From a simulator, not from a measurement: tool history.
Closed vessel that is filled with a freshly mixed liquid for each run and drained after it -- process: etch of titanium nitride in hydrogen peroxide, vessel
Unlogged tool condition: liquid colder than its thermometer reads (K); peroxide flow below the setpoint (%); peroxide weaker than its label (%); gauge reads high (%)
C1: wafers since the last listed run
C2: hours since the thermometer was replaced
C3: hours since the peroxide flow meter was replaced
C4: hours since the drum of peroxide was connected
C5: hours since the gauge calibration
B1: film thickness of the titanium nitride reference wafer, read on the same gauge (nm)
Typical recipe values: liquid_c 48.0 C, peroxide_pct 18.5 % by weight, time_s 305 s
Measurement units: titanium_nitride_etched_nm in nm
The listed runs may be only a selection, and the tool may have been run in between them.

{"run": 1, "hour": 0.0, "liquid_c": 48.0, "peroxide_pct": 18.5, "time_s": 305, "C1": 0, "C2": 1008.3, "C3": 716.1, "C4": 212.1, "C5": 417.7, "B1": 147.15, "titanium_nitride_etched_nm": 11.67}
{"hour": 94.0, "done": "new drum of peroxide connected"}
{"run": 2, "hour": 95.3, "liquid_c": 48.0, "peroxide_pct": 18.5, "time_s": 305, "C1": 10133, "C2": 1103.6, "C3": 811.4, "C4": 1.3, "C5": 513.0, "B1": 146.56, "titanium_nitride_etched_nm": 11.76}
{"run": 3, "hour": 274.6, "liquid_c": 48.0, "peroxide_pct": 18.5, "time_s": 305, "C1": 19267, "C2": 1282.9, "C3": 990.7, "C4": 180.6, "C5": 692.3, "B1": 145.55, "titanium_nitride_etched_nm": 11.76}
{"run": 4, "hour": 354.3, "liquid_c": 48.0, "peroxide_pct": 18.5, "time_s": 305, "C1": 8564, "C2": 1362.6, "C3": 1070.4, "C4": 260.3, "C5": 772.0, "B1": 145.06, "titanium_nitride_etched_nm": 11.37}
{"hour": 408.7, "done": "new drum of peroxide connected"}
{"run": 5, "hour": 433.5, "liquid_c": 48.0, "peroxide_pct": 18.5, "time_s": 305, "C1": 8403, "C2": 1441.8, "C3": 1149.6, "C4": 24.8, "C5": 851.2, "B1": 144.5, "titanium_nitride_etched_nm": 11.47}
{"run": 6, "hour": 538.4, "liquid_c": 48.0, "peroxide_pct": 18.5, "time_s": 305, "C1": 11272, "C2": 1546.7, "C3": 1254.5, "C4": 129.7, "C5": 956.1, "B1": 143.93, "titanium_nitride_etched_nm": 11.58}
{"run": 7, "hour": 626.9, "liquid_c": 48.0, "peroxide_pct": 18.5, "time_s": 305, "C1": 9510, "C2": 1635.2, "C3": 1343.0, "C4": 218.2, "C5": 1044.6, "B1": 143.36, "titanium_nitride_etched_nm": 11.45}
{"hour": 695.0, "done": "thermometer replaced"}
{"hour": 722.0, "done": "peroxide flow meter replaced"}
{"run": 8, "hour": 728.8, "liquid_c": 40.5, "peroxide_pct": 18.5, "time_s": 305, "C1": 10735, "C2": 33.8, "C3": 6.8, "C4": 320.1, "C5": 1146.5, "B1": 142.83, "titanium_nitride_etched_nm": 6.46}

Expected results for the next run?
{"hour": 738.8, "done": "new drum of peroxide connected"}
{"run": 9, "hour": 804.6, "liquid_c": 43.5, "peroxide_pct": 18.5, "time_s": 305, "C1": 8037, "C2": 109.6, "C3": 82.6, "C4": 65.8, "C5": 1222.3, "B1": "?", "titanium_nitride_etched_nm": "?"}

B1: 142.31
titanium_nitride_etched_nm: 8.19 nm
On a tool with no hidden condition, and with the same random variation, this run would have come out at titanium_nitride_etched_nm 8.63 nm.
